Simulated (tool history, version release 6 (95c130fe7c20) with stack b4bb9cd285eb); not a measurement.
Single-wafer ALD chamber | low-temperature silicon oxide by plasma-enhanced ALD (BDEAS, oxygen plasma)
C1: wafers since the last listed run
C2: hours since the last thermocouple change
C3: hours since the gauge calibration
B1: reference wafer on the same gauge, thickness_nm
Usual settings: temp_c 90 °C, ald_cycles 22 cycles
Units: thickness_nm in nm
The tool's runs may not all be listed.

{"run": 1, "hour": 0.0, "temp_c": 90, "ald_cycles": 22, "C1": 0, "C2": 1423.9, "C3": 535.5, "B1": 3.579, "thickness_nm": 3.377}
{"run": 2, "hour": 64.9, "temp_c": 90, "ald_cycles": 22, "C1": 786, "C2": 1488.8, "C3": 600.4, "B1": 3.578, "thickness_nm": 3.362}
{"run": 3, "hour": 153.6, "temp_c": 96, "ald_cycles": 19, "C1": 1074, "C2": 1577.5, "C3": 689.1, "B1": 3.581, "thickness_nm": 2.86}
{"hour": 198.4, "done": "gauge calibrated"}
{"run": 4, "hour": 210.0, "temp_c": 96, "ald_cycles": 19, "C1": 683, "C2": 1633.9, "C3": 11.6, "B1": 3.582, "thickness_nm": 2.854}
{"run": 5, "hour": 277.6, "temp_c": 90, "ald_cycles": 22, "C1": 818, "C2": 1701.5, "C3": 79.2, "B1": 3.58, "thickness_nm": 3.367}
{"run": 6, "hour": 338.8, "temp_c": 90, "ald_cycles": 22, "C1": 741, "C2": 1762.7, "C3": 140.4, "B1": 3.579, "thickness_nm": 3.367}
{"run": 7, "hour": 393.0, "temp_c": 90, "ald_cycles": 22, "C1": 656, "C2": 1816.9, "C3": 194.6, "B1": 3.579, "thickness_nm": 3.371}
{"run": 8, "hour": 520.1, "temp_c": 90, "ald_cycles": 22, "C1": 1539, "C2": 1944, "C3": 321.7, "B1": 3.578, "thickness_nm": 3.362}
{"run": 9, "hour": 571.9, "temp_c": 90, "ald_cycles": 22, "C1": 627, "C2": 1995.8, "C3": 373.5, "B1": 3.582, "thickness_nm": 3.366}
{"run": 10, "hour": 630.8, "temp_c": 90, "ald_cycles": 22, "C1": 713, "C2": 2054.7, "C3": 432.4, "B1": 3.581, "thickness_nm": 3.362}
{"run": 11, "hour": 684.2, "temp_c": 99, "ald_cycles": 21, "C1": 646, "C2": 2108.1, "C3": 485.8, "B1": 3.581, "thickness_nm": 3.139}
{"hour": 699.2, "done": "thermocouple changed; heater temperature recalibrated"}
{"run": 12, "hour": 714.3, "temp_c": 77, "ald_cycles": 23, "C1": 267, "C2": 15.1, "C3": 515.9, "B1": 3.574, "thickness_nm": 3.792}
{"run": 13, "hour": 763.1, "temp_c": 90, "ald_cycles": 20, "C1": 591, "C2": 63.9, "C3": 564.7, "B1": 3.582, "thickness_nm": 3.134}
{"run": 14, "hour": 795.7, "temp_c": 90, "ald_cycles": 22, "C1": 394, "C2": 96.5, "C3": 597.3, "B1": 3.576, "thickness_nm": 3.441}
{"hour": 806.1, "done": "gauge calibrated"}
{"run": 15, "hour": 860.1, "temp_c": 84, "ald_cycles": 25, "C1": 780, "C2": 160.9, "C3": 54, "B1": 3.578, "thickness_nm": 3.999}
{"run": 16, "hour": 917.2, "temp_c": 90, "ald_cycles": 22, "C1": 691, "C2": 218, "C3": 111.1, "B1": 3.582, "thickness_nm": 3.441}
{"run": 17, "hour": 985.2, "temp_c": 102, "ald_cycles": 20, "C1": 823, "C2": 286, "C3": 179.1, "B1": 3.574, "thickness_nm": 3.003}
{"run": 18, "hour": 1045.7, "temp_c": 97, "ald_cycles": 19, "C1": 732, "C2": 346.5, "C3": 239.6, "B1": 3.579, "thickness_nm": 2.889}

5 ways to go on from here, each from the tool as it stands after run 18. What would each give?
{"run": "A", "hour": 1046.1, "temp_c": 90, "ald_cycles": 19, "C1": 4, "C2": 346.9, "C3": 240, "B1": "?", "thickness_nm": "?"}
{"run": "B", "hour": 1046.1, "temp_c": 79, "ald_cycles": 22, "C1": 4, "C2": 346.9, "C3": 240, "B1": "?", "thickness_nm": "?"}
{"run": "C", "hour": 1046.1, "temp_c": 103, "ald_cycles": 20, "C1": 4, "C2": 346.9, "C3": 240, "B1": "?", "thickness_nm": "?"}
{"run": "D", "hour": 1046.1, "temp_c": 79, "ald_cycles": 24, "C1": 4, "C2": 346.9, "C3": 240, "B1": "?", "thickness_nm": "?"}
{"run": "E", "hour": 1046.1, "temp_c": 80, "ald_cycles": 25, "C1": 4, "C2": 346.9, "C3": 240, "B1": "?", "thickness_nm": "?"}

run=A B1=3.577 thickness_nm=2.971
run=B B1=3.577 thickness_nm=3.592
run=C B1=3.577 thickness_nm=3.007
run=D B1=3.577 thickness_nm=3.919
run=E B1=3.577 thickness_nm=4.066
Without the tool's hidden state the same runs would have given:
run=A thickness_nm=3.002
run=B thickness_nm=3.627
run=C thickness_nm=3.023
run=D thickness_nm=3.957
run=E thickness_nm=4.106
